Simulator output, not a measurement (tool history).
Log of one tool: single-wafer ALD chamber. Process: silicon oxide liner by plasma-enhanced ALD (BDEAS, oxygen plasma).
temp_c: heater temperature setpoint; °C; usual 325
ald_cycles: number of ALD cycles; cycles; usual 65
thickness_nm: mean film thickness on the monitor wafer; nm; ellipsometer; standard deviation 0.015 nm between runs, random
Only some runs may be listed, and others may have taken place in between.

run,day,temp_c,ald_cycles,wafers since the last listed run,hours since the last thermocouple change,hours since the gauge calibration,"read-back reference wafer on the same gauge, thickness_nm",thickness_nm
1,0.000,325,61,0,1982.0,721.0,6.717,5.477
2,0.646,325,65,110,1997.5,736.5,6.724,5.861
3,1.321,325,65,115,2013.7,752.7,6.720,5.815
4,2.475,325,65,197,2041.4,780.4,6.722,5.847
5,3.917,325,73,247,2076.0,815.0,6.719,6.536
6,5.071,325,73,197,2103.7,842.7,6.717,6.555
7,5.738,325,73,114,2119.7,858.7,6.721,6.540
8,6.658,329,60,157,2141.8,880.8,6.719,5.337
9,7.808,329,60,197,2169.4,908.4,6.719,5.339
10,9.004,325,65,204,2198.1,937.1,6.720,5.832
11,9.808,325,65,137,2217.4,956.4,6.719,5.823
12,10.525,325,60,122,2234.6,973.6,6.719,5.405
13,11.104,325,59,99,2248.5,987.5,6.722,5.283
14,13.579,325,59,424,2307.9,1046.9,6.721,5.329
15,14.712,325,65,194,2335.1,1074.1,6.721,5.848
16,16.008,314,65,222,2366.2,1105.2,6.718,5.928
17,16.721,314,65,122,2383.3,1122.3,6.723,5.907
18,17.750,314,65,176,2408.0,1147.0,6.721,5.932
19,18.812,325,65,182,2433.5,1172.5,6.722,5.846
20,19.475,325,65,113,2449.4,1188.4,6.720,5.847
21,20.971,325,65,256,2485.3,1224.3,6.719,5.832
22,21.954,325,65,168,2508.9,1247.9,6.724,5.818
# day 23.067: gauge calibrated
23,23.417,325,65,250,2544.0,8.4,6.719,5.864
24,24.871,334,69,249,2578.9,43.3,6.720,6.145
25,25.458,325,65,100,2593.0,57.4,6.722,5.824
26,26.638,325,65,202,2621.3,85.7,6.722,5.841
27,27.442,334,70,137,2640.6,105.0,6.722,6.219
28,28.283,335,65,144,2660.8,125.2,6.721,5.751
29,29.042,325,72,129,2679.0,143.4,6.719,6.492
30,30.017,325,65,167,2702.4,166.8,6.723,5.821
31,31.471,337,59,249,2737.3,201.7,6.719,5.217
32,32.938,315,77,251,2772.5,236.9,6.715,7.037
33,33.683,325,73,127,2790.4,254.8,6.718,6.532
# day 34.112: thermocouple changed; heater temperature recalibrated
34,34.854,332,60,143,17.8,282.9,6.718,5.336
35,35.975,325,78,192,44.7,309.8,6.723,7.020
36,37.071,325,65,187,71.0,336.1,6.718,5.835
37,40.779,336,77,635,160.0,425.1,6.718,6.792
38,41.638,311,55,147,180.6,445.7,6.721,5.039
39,42.471,315,65,142,200.6,465.7,6.719,5.904
40,43.421,317,72,162,223.4,488.5,6.720,6.540
41,44.529,325,65,189,250.0,515.1,6.720,5.860
42,45.567,313,74,177,274.9,540.0,6.717,6.743
43,46.396,316,72,142,294.8,559.9,6.718,6.557
44,47.479,313,65,185,320.8,585.9,6.719,5.927
45,48.379,336,74,154,342.4,607.5,6.721,6.564
46,49.038,320,54,112,358.2,623.3,6.719,4.893
47,49.721,317,65,117,374.6,639.7,6.724,5.906

What if the next run were any one of these 4? Each begins from the tool's condition after run 47:
A,49.742,325,65,3,375.1,640.2,?,?
B,49.742,311,70,3,375.1,640.2,?,?
C,49.742,330,61,3,375.1,640.2,?,?
D,49.742,331,75,3,375.1,640.2,?,?

run,"read-back reference wafer on the same gauge, thickness_nm",thickness_nm
A,6.722,5.822
B,6.722,6.388
C,6.722,5.427
D,6.722,6.663
Take away the tool's hidden state, keep each run's random variation, and the runs would have read:
run,thickness_nm
A,5.822
B,6.388
C,5.427
D,6.663

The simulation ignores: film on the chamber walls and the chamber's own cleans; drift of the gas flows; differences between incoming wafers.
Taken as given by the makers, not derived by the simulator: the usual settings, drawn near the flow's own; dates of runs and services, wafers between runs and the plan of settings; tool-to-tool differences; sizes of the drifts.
